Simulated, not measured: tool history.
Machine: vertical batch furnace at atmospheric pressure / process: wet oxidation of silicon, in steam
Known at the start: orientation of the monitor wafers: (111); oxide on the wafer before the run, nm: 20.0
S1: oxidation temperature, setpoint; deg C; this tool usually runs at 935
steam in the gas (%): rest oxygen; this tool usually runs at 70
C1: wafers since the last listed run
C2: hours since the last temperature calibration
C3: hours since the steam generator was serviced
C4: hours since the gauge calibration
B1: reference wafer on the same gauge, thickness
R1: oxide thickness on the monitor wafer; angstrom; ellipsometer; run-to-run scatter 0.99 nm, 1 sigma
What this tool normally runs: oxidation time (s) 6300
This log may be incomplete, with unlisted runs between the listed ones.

{"run": 1, "hour": 0.0, "S1": 935, "oxidation time (s)": 6300, "steam in the gas (%)": 70, "C1": 0, "C2": 2986.7, "C3": 2520.8, "C4": 92.2, "B1": 350.11, "R1": 4230.9}
{"run": 2, "hour": 217.0, "S1": 935, "oxidation time (s)": 6300, "steam in the gas (%)": 70, "C1": 2276, "C2": 3203.7, "C3": 2737.8, "C4": 309.2, "B1": 349.24, "R1": 4225.7}
{"run": 3, "hour": 324.1, "S1": 935, "oxidation time (s)": 6300, "steam in the gas (%)": 70, "C1": 1123, "C2": 3310.8, "C3": 2844.9, "C4": 416.3, "B1": 349.12, "R1": 4213.9}
{"run": 4, "hour": 372.2, "S1": 935, "oxidation time (s)": 6300, "steam in the gas (%)": 70, "C1": 504, "C2": 3358.9, "C3": 2893, "C4": 464.4, "B1": 348.77, "R1": 4219.6}
{"run": 5, "hour": 420.6, "S1": 935, "oxidation time (s)": 6300, "steam in the gas (%)": 70, "C1": 507, "C2": 3407.3, "C3": 2941.4, "C4": 512.8, "B1": 348.88, "R1": 4211.9}
{"run": 6, "hour": 507.2, "S1": 935, "oxidation time (s)": 6300, "steam in the gas (%)": 70, "C1": 908, "C2": 3493.9, "C3": 3028, "C4": 599.4, "B1": 348.16, "R1": 4191.8}
{"run": 7, "hour": 576.6, "S1": 935, "oxidation time (s)": 6300, "steam in the gas (%)": 70, "C1": 728, "C2": 3563.3, "C3": 3097.4, "C4": 668.8, "B1": 347.89, "R1": 4200.3}
{"run": 8, "hour": 632.8, "S1": 935, "oxidation time (s)": 6300, "steam in the gas (%)": 70, "C1": 589, "C2": 3619.5, "C3": 3153.6, "C4": 725, "B1": 348.2, "R1": 4193.6}
{"run": 9, "hour": 722.4, "S1": 935, "oxidation time (s)": 6300, "steam in the gas (%)": 70, "C1": 939, "C2": 3709.1, "C3": 3243.2, "C4": 814.6, "B1": 347.54, "R1": 4189.5}
{"run": 10, "hour": 794.6, "S1": 924, "oxidation time (s)": 6300, "steam in the gas (%)": 76, "C1": 757, "C2": 3781.3, "C3": 3315.4, "C4": 886.8, "B1": 346.96, "R1": 4100.7}
{"hour": 843.8, "done": "thermocouples replaced and temperature profile calibrated"}
{"hour": 848.9, "done": "gauge calibrated"}
{"run": 11, "hour": 1108.0, "S1": 935, "oxidation time (s)": 6300, "steam in the gas (%)": 70, "C1": 3036, "C2": 264.2, "C3": 3628.8, "C4": 259.1, "B1": 349.51, "R1": 4226.4}
{"run": 12, "hour": 1213.9, "S1": 935, "oxidation time (s)": 6300, "steam in the gas (%)": 70, "C1": 1110, "C2": 370.1, "C3": 3734.7, "C4": 365, "B1": 349.36, "R1": 4209.1}
{"run": 13, "hour": 1315.2, "S1": 935, "oxidation time (s)": 3360, "steam in the gas (%)": 70, "C1": 1062, "C2": 471.4, "C3": 3836, "C4": 466.3, "B1": 349.19, "R1": 2717.1}
{"hour": 1386.1, "done": "steam generator serviced"}
{"run": 14, "hour": 1386.6, "S1": 935, "oxidation time (s)": 6300, "steam in the gas (%)": 70, "C1": 497, "C2": 542.8, "C3": 0.5, "C4": 537.7, "B1": 349.05, "R1": 4217.4}
{"run": 15, "hour": 1467.3, "S1": 922, "oxidation time (s)": 8970, "steam in the gas (%)": 66, "C1": 846, "C2": 623.5, "C3": 81.2, "C4": 618.4, "B1": 348.2, "R1": 4688.8}
{"run": 16, "hour": 1547.6, "S1": 916, "oxidation time (s)": 6300, "steam in the gas (%)": 58, "C1": 842, "C2": 703.8, "C3": 161.5, "C4": 698.7, "B1": 347.96, "R1": 3181.3}
{"run": 17, "hour": 1650.5, "S1": 913, "oxidation time (s)": 6300, "steam in the gas (%)": 74, "C1": 1079, "C2": 806.7, "C3": 264.4, "C4": 801.6, "B1": 347.78, "R1": 3695.5}

Run 18 comes next. What will it give?
{"run": 18, "hour": 1736.4, "S1": 935, "oxidation time (s)": 8790, "steam in the gas (%)": 70, "C1": 901, "C2": 892.6, "C3": 350.3, "C4": 887.5, "B1": "?", "R1": "?"}

B1: 347.53
R1: 5256.5 angstrom
Take away the tool's hidden state, keep the run-to-run variation as it was, and the same run would have given R1 5307.1 angstrom.

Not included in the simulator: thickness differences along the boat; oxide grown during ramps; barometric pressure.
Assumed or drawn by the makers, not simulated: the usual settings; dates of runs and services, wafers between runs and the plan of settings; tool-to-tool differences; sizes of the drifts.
